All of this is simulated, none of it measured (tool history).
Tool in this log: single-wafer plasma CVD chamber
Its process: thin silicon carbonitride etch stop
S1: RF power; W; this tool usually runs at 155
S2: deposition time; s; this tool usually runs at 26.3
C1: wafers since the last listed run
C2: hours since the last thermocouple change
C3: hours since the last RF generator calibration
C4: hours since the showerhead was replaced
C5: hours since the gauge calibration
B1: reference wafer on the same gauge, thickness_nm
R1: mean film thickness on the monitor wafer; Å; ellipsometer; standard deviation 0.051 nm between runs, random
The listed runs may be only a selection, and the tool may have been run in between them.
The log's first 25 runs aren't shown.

Run 26, hour 1231.1: usual settings but S1 125 W, S2 21.6 s; C1 662; C2 47.0; C3 429.8; C4 324.4; C5 134.0; B1 13.097. Result: R1 113.34 Å.
Run 27, hour 1270.9: usual settings but S2 29.3 s; C1 1080; C2 86.8; C3 469.6; C4 364.2; C5 173.8; B1 13.089. Result: R1 161.35 Å.
Run 28, hour 1302.0: usual settings but S1 165 W, S2 22.1 s; C1 843; C2 117.9; C3 500.7; C4 395.3; C5 204.9; B1 13.114. Result: R1 124.94 Å.
Run 29, hour 1360.9: usual settings but S1 170 W, S2 31.1 s; C1 1598; C2 176.8; C3 559.6; C4 454.2; C5 263.8; B1 13.094. Result: R1 175.52 Å.
Run 30, hour 1410.9: usual settings; C1 1356; C2 226.8; C3 609.6; C4 504.2; C5 313.8; B1 13.089. Result: R1 144.50 Å.
Run 31, hour 1451.2: usual settings; C1 1093; C2 267.1; C3 649.9; C4 544.5; C5 354.1; B1 13.085. Result: R1 145.31 Å.
Run 32, hour 1502.8: usual settings but S1 125 W, S2 28.5 s; C1 1400; C2 318.7; C3 701.5; C4 596.1; C5 405.7; B1 13.108. Result: R1 148.00 Å.
Run 33, hour 1548.5: usual settings but S2 27.7 s; C1 1240; C2 364.4; C3 747.2; C4 641.8; C5 451.4; B1 13.109. Result: R1 151.78 Å.
At hour 1578.2: RF generator calibrated.
Run 34, hour 1578.7: usual settings but S1 130 W, S2 28.2 s; C1 602; C2 394.6; C3 0.5; C4 672.0; C5 481.6; B1 13.100. Result: R1 149.70 Å.
Run 35, hour 1620.5: usual settings but S1 165 W, S2 23.0 s; C1 1134; C2 436.4; C3 42.3; C4 713.8; C5 523.4; B1 13.116. Result: R1 130.14 Å.
Run 36, hour 1647.3: usual settings; C1 727; C2 463.2; C3 69.1; C4 740.6; C5 550.2; B1 13.103. Result: R1 146.88 Å.

Forecast each of these 3 alternatives for the next run:
Run A, hour 1647.7: usual settings but S2 27.9 s; C1 10; C2 463.6; C3 69.5; C4 741.0; C5 550.6; B1 ?. Result: R1 ?.
Run B, hour 1647.7: usual settings but S1 135 W, S2 30.4 s; C1 10; C2 463.6; C3 69.5; C4 741.0; C5 550.6; B1 ?. Result: R1 ?.
Run C, hour 1647.7: usual settings but S2 31.5 s; C1 10; C2 463.6; C3 69.5; C4 741.0; C5 550.6; B1 ?. Result: R1 ?.

run      B1      R1
  A  13.109  154.84
  B  13.109  162.89
  C  13.109  174.82
Without the tool's unlogged condition, the same runs would have read:
run      R1
  A  154.87
  B  162.92
  C  174.85
